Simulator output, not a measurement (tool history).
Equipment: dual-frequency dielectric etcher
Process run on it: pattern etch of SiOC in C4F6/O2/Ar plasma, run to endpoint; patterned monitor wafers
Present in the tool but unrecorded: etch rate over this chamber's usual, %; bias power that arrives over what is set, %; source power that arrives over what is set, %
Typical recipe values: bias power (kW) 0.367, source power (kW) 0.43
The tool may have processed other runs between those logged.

run,hour,bias power (kW),source power (kW),wafers since the last listed run,hours since the last wet clean,hours since the last bias power generator calibration,hours since the last source power generator calibration,hours since the last upper electrode change,"incoming incoming film thickness, nm",endpoint time (s)
1,0,0.412,0.43,0,364.7,3731.1,4191.4,2370.9,36.63,12.6
2,101.6,0.412,0.43,1307,466.3,3832.7,4293,2472.5,36.48,12.6
3,208,0.367,0.38,1369,572.7,3939.1,4399.4,2578.9,36.7,14.4
# hour 278.4: wet clean of the chamber
4,307.7,0.367,0.43,974,29.3,4038.8,4499.1,2678.6,36.69,13.1
5,616.8,0.367,0.43,3977,338.4,4347.9,4808.2,2987.7,36.93,13.4
6,653.1,0.367,0.43,467,374.7,4384.2,4844.5,3024,36.66,13.4
7,715.5,0.367,0.43,803,437.1,4446.6,4906.9,3086.4,36.69,13.4
8,772.1,0.367,0.43,728,493.7,4503.2,4963.5,3143,36.48,13.4
9,848.8,0.367,0.43,987,570.4,4579.9,5040.2,3219.7,36.61,13.6
10,899.2,0.367,0.43,648,620.8,4630.3,5090.6,3270.1,36.8,13.7
# hour 949.1: wet clean of the chamber
11,988.9,0.367,0.43,845,39.8,4720,5180.3,3359.8,36.5,13.2
12,1052.8,0.367,0.43,822,103.7,4783.9,5244.2,3423.7,36.75,13.3
13,1099,0.367,0.49,594,149.9,4830.1,5290.4,3469.9,36.63,12.6
# hour 1154.5: bias power generator calibrated
# hour 1177.1: source power generator calibrated
14,1187.1,0.367,0.34,1030,238,32.6,10,3558,36.29,14.6
15,1230.2,0.294,0.43,554,281.1,75.7,53.1,3601.1,36.89,15.4
# hour 1276.5: upper electrode replaced
16,1310.5,0.367,0.43,724,361.4,156,133.4,34,36.61,13.5
17,1381.4,0.445,0.37,912,432.3,226.9,204.3,104.9,36.55,13
18,1452.1,0.367,0.48,909,503,297.6,275,175.6,36.72,13.1
19,1560,0.41,0.48,1388,610.9,405.5,382.9,283.5,36.69,12.3
# hour 1615.3: wet clean of the chamber
20,1654.5,0.449,0.52,907,39.2,500,477.4,378,36.84,11
21,1743.5,0.317,0.34,1145,128.2,589,566.4,467,36.53,16.2
22,1849.8,0.275,0.48,1367,234.5,695.3,672.7,573.3,36.54,15.1
23,1933.3,0.367,0.43,1074,318,778.8,756.2,656.8,36.33,13.3
24,1978.3,0.367,0.43,579,363,823.8,801.2,701.8,36.58,13.5
25,2050.7,0.293,0.48,931,435.4,896.2,873.6,774.2,36.97,14.9
# hour 2295.2: wet clean of the chamber
26,2345.9,0.418,0.39,3489,50.7,1191.4,1168.8,1069.4,36.85,12.8

Selected run-to-run steps in endpoint time (s), each split into two signed amounts: the part the tool would show with no hidden state at all (from settings, incoming material and random variation), and the remainder, which goes to the hidden state together with any gauge scatter not common to the measured and the hidden-state-free results:
Run 3 -> 4: source power (kW) 0.38 -> 0.43, wet clean of the chamber. endpoint time (s) -1.3: hidden state -0.6, all else -0.7.
Run 19 -> 20: bias power (kW) 0.41 -> 0.449, source power (kW) 0.48 -> 0.52, wet clean of the chamber. endpoint time (s) -1.3: hidden state -0.5, all else -0.8.
Run 20 -> 21: bias power (kW) 0.449 -> 0.317, source power (kW) 0.52 -> 0.34. endpoint time (s) +5.2: hidden state +0.2, all else +5.
Run 25 -> 26: bias power (kW) 0.293 -> 0.418, source power (kW) 0.48 -> 0.39, wet clean of the chamber. endpoint time (s) -2.1: hidden state -0.4, all else -1.7.
